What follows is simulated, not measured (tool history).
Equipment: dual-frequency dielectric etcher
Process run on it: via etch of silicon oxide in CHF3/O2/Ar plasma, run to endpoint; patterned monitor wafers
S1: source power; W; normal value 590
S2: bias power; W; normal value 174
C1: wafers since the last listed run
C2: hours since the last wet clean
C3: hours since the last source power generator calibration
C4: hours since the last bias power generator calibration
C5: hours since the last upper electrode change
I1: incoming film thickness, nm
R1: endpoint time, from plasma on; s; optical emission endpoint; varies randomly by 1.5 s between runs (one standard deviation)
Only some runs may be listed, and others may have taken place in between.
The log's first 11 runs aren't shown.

run   hour   S1   S2   C1     C2     C3      C4     C5     I1     R1
 12  290.6  670  149   95  508.8    231  5412.6   75.3  804.9    364
 13  307.3  720  139   52  525.5  247.7  5429.3     92  796.5  355.6
 14  325.9  630  141   58  544.1  266.3  5447.9  110.6  800.9    379
 15  346.2  510  194   63  564.4  286.6  5468.2  130.9  797.8    382
     376.7  -- bias power generator calibrated
     425.4  -- wet clean of the chamber
 16  425.9  590  174  161    0.5  366.3    49.2  210.6  803.5  381.8
 17    430  590  157   12    4.6  370.4    53.3  214.7  798.6  393.3
 18  461.5  590  210   98   36.1  401.9    84.8  246.2  809.9  362.9
 19    491  590  174   92   65.6  431.4   114.3  275.7    802  383.3
 20  525.5  590  210  108  100.1  465.9   148.8  310.2  811.3  361.6
 21  541.4  460  214   49    116  481.8   164.7  326.1  803.9  414.4
 22  556.5  510  135   47  131.1  496.9   179.8  341.2  800.2  451.4
 23    589  710  210  101  163.6  529.4   212.3  373.7  798.6  319.6
 24  602.2  590  174   41  176.8  542.6   225.5  386.9  804.9  380.2
 25    631  530  208   90  205.6  571.4   254.3  415.7  804.2  380.2
 26  653.5  490  215   70  228.1  593.9   276.8  438.2  803.3  392.2
 27  674.4  550  189   65    249  614.8   297.7  459.1  802.1  381.4
 28    687  550  189   39  261.6  627.4   310.3  471.7  802.1  381.2
 29    707  590  131   62  281.6  647.4   330.3  491.7  800.6  417.1
 30  720.4  660  158   41    295  660.8   343.7  505.1    814  370.8
 31  751.8  630  193   98  326.4  692.2   375.1  536.5  792.8  345.1
 32  782.6  500  215   96  357.2    723   405.9  567.3    796  376.7
 33  796.7  450  132   44  371.3  737.1     420  581.4  808.4  486.9
 34  824.6  520  146   87  399.2    765   447.9  609.3  805.4  429.9
 35  844.7  550  153   62  419.3  785.1     468  629.4  808.2  411.6

Forecast each of these 4 alternatives for the next run:
  A  845.2  590  162   1  419.8  785.6  468.5  629.9  813   ?
  B  845.2  690  155   1  419.8  785.6  468.5  629.9  813   ?
  C  845.2  540  155   1  419.8  785.6  468.5  629.9  813   ?
  D  845.2  590  158   1  419.8  785.6  468.5  629.9  813   ?

run     R1
  A  389.2
  B  362.9
  C  415.4
  D  392.5
The same runs, with their run-to-run variation unchanged, on a tool lacking any hidden condition would have given:
run     R1
  A  399.1
  B  372.1
  C  425.9
  D  402.4

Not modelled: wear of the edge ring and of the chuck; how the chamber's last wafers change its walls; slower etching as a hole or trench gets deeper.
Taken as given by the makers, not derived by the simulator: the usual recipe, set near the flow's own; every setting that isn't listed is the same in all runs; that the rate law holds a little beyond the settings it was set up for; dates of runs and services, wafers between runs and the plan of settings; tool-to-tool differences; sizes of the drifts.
